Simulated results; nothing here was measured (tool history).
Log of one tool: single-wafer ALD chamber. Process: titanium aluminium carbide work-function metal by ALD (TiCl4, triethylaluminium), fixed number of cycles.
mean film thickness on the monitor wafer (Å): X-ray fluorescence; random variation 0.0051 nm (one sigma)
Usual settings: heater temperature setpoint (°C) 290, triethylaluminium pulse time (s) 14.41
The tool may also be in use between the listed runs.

| run | hour | heater temperature setpoint (°C) | triethylaluminium pulse time (s) | read-back reference wafer on the same gauge, thickness_nm | mean film thickness on the monitor wafer (Å) |
|---|---|---|---|---|---|
| 1 | 0 | 290 | 14.41 | 1.88 | 19.73 |
| 2 | 31.2 | 290 | 14.41 | 1.88 | 19.66 |
| 3 | 65.3 | 290 | 14.41 | 1.88 | 19.59 |
| 4 | 92.6 | 290 | 14.41 | 1.881 | 19.53 |
| 5 | 121.6 | 290 | 10.28 | 1.881 | 17.65 |
|  | 143.3 | thermocouple changed; heater temperature recalibrated |
| 6 | 144.9 | 290 | 10.28 | 1.881 | 17.57 |
| 7 | 163.6 | 290 | 10.28 | 1.88 | 17.49 |
| 8 | 187.7 | 282 | 14.41 | 1.879 | 18.7 |
| 9 | 215.5 | 279 | 11.55 | 1.881 | 17.18 |
|  | 222.6 | gauge calibrated |
| 10 | 245.2 | 284 | 18.96 | 1.88 | 19.46 |
|  | 272.3 | showerhead replaced |
| 11 | 273.5 | 290 | 14.41 | 1.88 | 18.88 |
| 12 | 309.1 | 290 | 14.41 | 1.88 | 18.7 |
|  | 337.8 | triethylaluminium bottle replaced |
| 13 | 338.3 | 297 | 16.81 | 1.88 | 21.24 |
| 14 | 356.2 | 278 | 17.19 | 1.88 | 19.59 |
| 15 | 378.3 | 276 | 10.31 | 1.88 | 18.86 |
| 16 | 408.4 | 279 | 17.35 | 1.879 | 19.73 |
| 17 | 420.8 | 290 | 12.2 | 1.88 | 20.26 |
| 18 | 446.3 | 290 | 10.64 | 1.879 | 19.95 |
| 19 | 477.3 | 276 | 19.2 | 1.879 | 19.54 |

Some steps in mean film thickness on the monitor wafer (Å) between neighbouring runs. How much of each would the tool show without its hidden state too (settings, what came in, random variation), and how much is left for the hidden state, with any gauge scatter that isn't in both results?
The hidden state here: wafer temperature above the value expected at the setpoint (K); triethylaluminium dose above that of a fresh bottle (%); gauge reads high (%).
Run 12 -> 13: heater temperature setpoint (°C) 290 -> 297, triethylaluminium pulse time (s) 14.41 -> 16.81, triethylaluminium bottle replaced. mean film thickness on the monitor wafer (Å) +2.54: hidden state +1.84, all else +0.7.

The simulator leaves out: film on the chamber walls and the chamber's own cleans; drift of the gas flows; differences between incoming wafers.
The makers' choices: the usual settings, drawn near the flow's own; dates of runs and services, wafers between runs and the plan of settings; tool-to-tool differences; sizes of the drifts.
